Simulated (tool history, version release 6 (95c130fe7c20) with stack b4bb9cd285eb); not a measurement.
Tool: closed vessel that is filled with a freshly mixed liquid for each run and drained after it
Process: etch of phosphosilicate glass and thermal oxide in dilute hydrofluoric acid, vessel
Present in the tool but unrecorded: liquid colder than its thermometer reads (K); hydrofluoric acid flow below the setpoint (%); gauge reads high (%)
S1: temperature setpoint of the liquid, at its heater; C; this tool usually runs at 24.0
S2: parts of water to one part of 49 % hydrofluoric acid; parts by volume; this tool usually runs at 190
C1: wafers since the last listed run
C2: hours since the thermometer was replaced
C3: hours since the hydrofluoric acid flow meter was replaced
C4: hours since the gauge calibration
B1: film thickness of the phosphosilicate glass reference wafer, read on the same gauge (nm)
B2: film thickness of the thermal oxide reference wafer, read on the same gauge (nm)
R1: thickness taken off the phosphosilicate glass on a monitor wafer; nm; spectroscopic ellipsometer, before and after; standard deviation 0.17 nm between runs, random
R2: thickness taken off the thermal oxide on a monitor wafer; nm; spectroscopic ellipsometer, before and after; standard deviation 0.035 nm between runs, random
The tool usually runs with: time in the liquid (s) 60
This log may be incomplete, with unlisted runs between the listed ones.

run 1 hour=0.0 | S1=24.0 S2=190 time_in_the_liquid_(s)=60 | C1=0 C2=1218.4 C3=1677.5 C4=39.0 | B1=49.95 B2=29.997 | R1=26.59 R2=1.206
run 2 hour=30.6 | S1=24.0 S2=190 time_in_the_liquid_(s)=60 | C1=2968 C2=1249.0 C3=1708.1 C4=69.6 | B1=49.99 B2=29.994 | R1=26.72 R2=1.289
run 3 hour=58.4 | S1=24.0 S2=190 time_in_the_liquid_(s)=60 | C1=2696 C2=1276.8 C3=1735.9 C4=97.4 | B1=50.01 B2=30.009 | R1=26.61 R2=1.245
run 4 hour=79.3 | S1=24.0 S2=190 time_in_the_liquid_(s)=60 | C1=2027 C2=1297.7 C3=1756.8 C4=118.3 | B1=50.00 B2=29.985 | R1=26.49 R2=1.260
run 5 hour=108.4 | S1=24.0 S2=190 time_in_the_liquid_(s)=60 | C1=2822 C2=1326.8 C3=1785.9 C4=147.4 | B1=50.05 B2=30.003 | R1=26.20 R2=1.227
run 6 hour=186.4 | S1=24.0 S2=190 time_in_the_liquid_(s)=45 | C1=7565 C2=1404.8 C3=1863.9 C4=225.4 | B1=50.00 B2=29.987 | R1=19.68 R2=0.906
run 7 hour=212.2 | S1=24.0 S2=190 time_in_the_liquid_(s)=60 | C1=2502 C2=1430.6 C3=1889.7 C4=251.2 | B1=50.00 B2=29.995 | R1=26.23 R2=1.177
run 8 hour=231.0 | S1=24.0 S2=190 time_in_the_liquid_(s)=60 | C1=1823 C2=1449.4 C3=1908.5 C4=270.0 | B1=50.00 B2=29.969 | R1=26.38 R2=1.186
run 9 hour=255.3 | S1=24.0 S2=190 time_in_the_liquid_(s)=60 | C1=2356 C2=1473.7 C3=1932.8 C4=294.3 | B1=49.94 B2=30.031 | R1=26.58 R2=1.206
-- hour=272.7 hydrofluoric acid flow meter replaced
run 10 hour=278.5 | S1=24.0 S2=240 time_in_the_liquid_(s)=60 | C1=2153 C2=1496.9 C3=5.8 C4=317.5 | B1=50.03 B2=29.987 | R1=17.88 R2=0.838
run 11 hour=313.3 | S1=24.0 S2=190 time_in_the_liquid_(s)=60 | C1=3375 C2=1531.7 C3=40.6 C4=352.3 | B1=50.01 B2=30.002 | R1=23.73 R2=1.105
run 12 hour=330.5 | S1=19.5 S2=240 time_in_the_liquid_(s)=50 | C1=1668 C2=1548.9 C3=57.8 C4=369.5 | B1=49.99 B2=29.995 | R1=12.80 R2=0.599
-- hour=338.0 hydrofluoric acid flow meter replaced, repeated, since the last time left the tool worse
run 13 hour=347.2 | S1=19.0 S2=140 time_in_the_liquid_(s)=50 | C1=1522 C2=1565.6 C3=9.2 C4=386.2 | B1=49.95 B2=29.995 | R1=28.88 R2=1.315
run 14 hour=366.4 | S1=24.0 S2=190 time_in_the_liquid_(s)=30 | C1=1862 C2=1584.8 C3=28.4 C4=405.4 | B1=49.98 B2=29.989 | R1=14.77 R2=0.678
-- hour=394.0 thermometer replaced
-- hour=400.3 gauge calibrated
run 15 hour=424.3 | S1=24.0 S2=145 time_in_the_liquid_(s)=30 | C1=5519 C2=30.3 C3=86.3 C4=24.0 | B1=50.03 B2=30.017 | R1=20.14 R2=0.923
run 16 hour=458.0 | S1=19.5 S2=235 time_in_the_liquid_(s)=90 | C1=3268 C2=64.0 C3=120.0 C4=57.7 | B1=49.94 B2=29.993 | R1=28.51 R2=1.319
run 17 hour=483.6 | S1=25.5 S2=220 time_in_the_liquid_(s)=90 | C1=2483 C2=89.6 C3=145.6 C4=83.3 | B1=49.98 B2=30.014 | R1=38.27 R2=1.724
run 18 hour=509.3 | S1=24.0 S2=145 time_in_the_liquid_(s)=30 | C1=2492 C2=115.3 C3=171.3 C4=109.0 | B1=49.99 B2=30.006 | R1=20.02 R2=0.949
run 19 hour=528.0 | S1=24.0 S2=190 time_in_the_liquid_(s)=60 | C1=1813 C2=134.0 C3=190.0 C4=127.7 | B1=49.97 B2=29.988 | R1=28.86 R2=1.305

What if the next run were any one of these 5? Each begins from the tool's condition after run 19:
run A hour=528.7 | S1=24.0 S2=250 time_in_the_liquid_(s)=60 | C1=67 C2=134.7 C3=190.7 C4=128.4 | B1=? B2=? | R1=? R2=?
run B hour=528.7 | S1=24.0 S2=190 time_in_the_liquid_(s)=35 | C1=67 C2=134.7 C3=190.7 C4=128.4 | B1=? B2=? | R1=? R2=?
run C hour=528.7 | S1=28.5 S2=280 time_in_the_liquid_(s)=35 | C1=67 C2=134.7 C3=190.7 C4=128.4 | B1=? B2=? | R1=? R2=?
run D hour=528.7 | S1=25.5 S2=155 time_in_the_liquid_(s)=95 | C1=67 C2=134.7 C3=190.7 C4=128.4 | B1=? B2=? | R1=? R2=?
run E hour=528.7 | S1=28.0 S2=275 time_in_the_liquid_(s)=95 | C1=67 C2=134.7 C3=190.7 C4=128.4 | B1=? B2=? | R1=? R2=?

run=A B1=50.02 B2=29.976 R1=20.83 R2=0.944
run=B B1=50.02 B2=29.976 R1=17.04 R2=0.772
run=C B1=50.02 B2=29.976 R1=12.27 R2=0.556
run=D B1=50.02 B2=29.976 R1=62.40 R2=2.828
run=E B1=50.02 B2=29.976 R1=33.53 R2=1.519
Had the tool no hidden state, the same runs would have come out as:
run=A R1=21.17 R2=0.959
run=B R1=17.31 R2=0.784
run=C R1=12.48 R2=0.565
run=D R1=63.37 R2=2.872
run=E R1=34.10 R2=1.545

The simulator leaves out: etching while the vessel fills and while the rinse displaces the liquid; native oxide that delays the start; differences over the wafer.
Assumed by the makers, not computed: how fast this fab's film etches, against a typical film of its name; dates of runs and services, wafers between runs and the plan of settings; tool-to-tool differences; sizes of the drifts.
